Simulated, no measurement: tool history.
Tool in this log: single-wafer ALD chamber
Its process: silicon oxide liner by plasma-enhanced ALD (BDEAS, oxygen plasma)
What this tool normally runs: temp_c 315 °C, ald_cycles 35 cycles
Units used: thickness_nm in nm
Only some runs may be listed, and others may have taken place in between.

run,hour,temp_c,ald_cycles,wafers since the last listed run,hours since the last thermocouple change,hours since the gauge calibration,"read-back reference wafer on the same gauge, thickness_nm",thickness_nm
1,0,315,35,0,1205.8,131.1,2.994,3.07
2,59.3,315,35,649,1265.1,190.4,2.996,3.064
3,131,315,35,785,1336.8,262.1,3.003,3.068
4,229.5,315,35,1079,1435.3,360.6,3.008,3.078
5,286.6,315,35,625,1492.4,417.7,3.014,3.08
6,325.4,315,35,425,1531.2,456.5,3.018,3.078
7,377.2,315,35,567,1583,508.3,3.026,3.099
8,473.1,315,35,1050,1678.9,604.2,3.036,3.089
# hour 488.8: gauge calibrated
# hour 517.6: thermocouple changed; heater temperature recalibrated
9,552.5,325,35,782,34.9,63.7,2.988,3.017
10,603.5,303,40,558,85.9,114.7,2.989,3.562
11,665.4,309,35,678,147.8,176.6,2.993,3.08
12,772.8,315,35,1176,255.2,284,2.997,3.077
13,869.1,319,31,1055,351.5,380.3,3.004,2.715
14,969.9,306,29,1104,452.3,481.1,3.012,2.594
15,1036.3,325,30,727,518.7,547.5,3.024,2.611
# hour 1122: gauge calibrated
16,1130.8,309,38,1035,613.2,8.8,2.99,3.361
17,1191.4,315,35,663,673.8,69.4,2.993,3.053

Measured result minus the same run's result without the hidden state. Both carry the same run-to-run variation, though not necessarily the same gauge scatter:
The tool's hidden condition here consists of: wafer temperature above the value expected at the setpoint (K); gauge reads high (%).
run,thickness_nm
1,+0.006
2,+0.008
3,+0.012
4,+0.02
5,+0.025
6,+0.029
7,+0.035
8,+0.048
9,-0.002
10,-0.001
11,+0.002
12,+0.008
13,+0.014
14,+0.022
15,+0.029
16,+0
17,+0
